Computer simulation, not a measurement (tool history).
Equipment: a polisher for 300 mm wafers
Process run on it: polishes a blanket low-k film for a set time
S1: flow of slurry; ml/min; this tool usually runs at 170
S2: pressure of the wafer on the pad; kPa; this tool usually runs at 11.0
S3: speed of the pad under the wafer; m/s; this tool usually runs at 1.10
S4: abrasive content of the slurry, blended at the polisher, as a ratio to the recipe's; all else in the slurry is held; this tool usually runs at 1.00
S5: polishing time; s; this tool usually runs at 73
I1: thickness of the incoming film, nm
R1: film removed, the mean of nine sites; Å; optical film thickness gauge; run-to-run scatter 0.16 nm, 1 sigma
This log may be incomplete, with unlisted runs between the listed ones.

| run | hour | S1 | S2 | S3 | S4 | S5 | I1 | R1 |
|---|---|---|---|---|---|---|---|---|
| 1 | 0.0 | 170 | 11.0 | 1.10 | 1.00 | 73 | 746.7 | 244 |
| 2 | 9.4 | 170 | 11.0 | 1.10 | 1.00 | 73 | 759.9 | 242 |
| 3 | 21.5 | 220 | 12.4 | 1.10 | 1.00 | 73 | 776.8 | 282 |
| 4 | 29.7 | 170 | 11.0 | 1.10 | 1.00 | 73 | 751.1 | 241 |
| 5 | 36.6 | 170 | 7.6 | 1.10 | 1.00 | 73 | 756.3 | 168 |
| 6 | 50.8 | 170 | 11.0 | 1.10 | 1.00 | 73 | 764.3 | 242 |
| 7 | 66.3 | 170 | 11.0 | 1.28 | 1.00 | 73 | 757.1 | 272 |
|  | 73.2 | head pressure recalibrated |
|  | 78.5 | worn pad replaced by a new one |
| 8 | 79.0 | 170 | 9.7 | 0.98 | 1.00 | 64 | 774.9 | 176 |
| 9 | 89.2 | 170 | 11.0 | 1.10 | 0.85 | 73 | 763.0 | 232 |
| 10 | 104.7 | 115 | 11.0 | 1.10 | 1.00 | 58 | 766.1 | 187 |
| 11 | 115.1 | 170 | 11.0 | 1.10 | 1.00 | 73 | 758.0 | 251 |
| 12 | 133.1 | 170 | 11.0 | 1.10 | 1.00 | 73 | 754.7 | 250 |
| 13 | 147.8 | 110 | 15.2 | 0.82 | 1.00 | 73 | 754.4 | 254 |
|  | 150.9 | slurry blender recalibrated |
|  | 153.9 | slurry nozzle cleaned |
| 14 | 157.5 | 170 | 11.0 | 1.10 | 1.00 | 73 | 771.1 | 250 |
| 15 | 164.0 | 170 | 9.0 | 1.10 | 1.00 | 94 | 757.0 | 263 |
| 16 | 171.0 | 145 | 11.0 | 1.00 | 1.00 | 73 | 763.8 | 227 |
| 17 | 180.7 | 190 | 11.0 | 1.30 | 0.75 | 93 | 758.6 | 312 |
| 18 | 194.8 | 170 | 11.0 | 1.10 | 0.80 | 73 | 756.6 | 219 |
|  | 202.3 | worn pad replaced by a new one |
| 19 | 211.2 | 170 | 7.6 | 1.46 | 1.00 | 73 | 760.3 | 216 |
| 20 | 225.0 | 170 | 14.5 | 1.10 | 1.00 | 73 | 769.4 | 324 |
| 21 | 238.8 | 170 | 9.0 | 1.10 | 1.00 | 73 | 769.0 | 203 |
| 22 | 249.3 | 170 | 11.0 | 1.10 | 1.00 | 53 | 766.0 | 179 |
| 23 | 267.2 | 190 | 12.4 | 1.10 | 1.15 | 73 | 765.4 | 298 |
| 24 | 285.0 | 170 | 11.0 | 1.30 | 1.25 | 73 | 756.0 | 307 |
| 25 | 292.6 | 220 | 7.6 | 1.10 | 1.25 | 73 | 755.3 | 192 |

Here are 5 independent what-if runs from the current tool condition. What would each one return?
| A | 293.0 | 170 | 11.0 | 1.10 | 1.00 | 73 | 760.0 | ? |
| B | 293.0 | 170 | 8.3 | 0.74 | 0.85 | 84 | 760.0 | ? |
| C | 293.0 | 225 | 11.0 | 1.10 | 1.00 | 48 | 760.0 | ? |
| D | 293.0 | 225 | 11.0 | 1.10 | 1.00 | 82 | 760.0 | ? |
| E | 293.0 | 170 | 13.8 | 1.10 | 1.00 | 73 | 760.0 | ? |

| run | R1 |
|---|---|
| A | 243 |
| B | 143 |
| C | 165 |
| D | 282 |
| E | 301 |
With no hidden state in the tool, these same runs would have given:
| run | R1 |
|---|---|
| A | 252 |
| B | 146 |
| C | 172 |
| D | 293 |
| E | 315 |
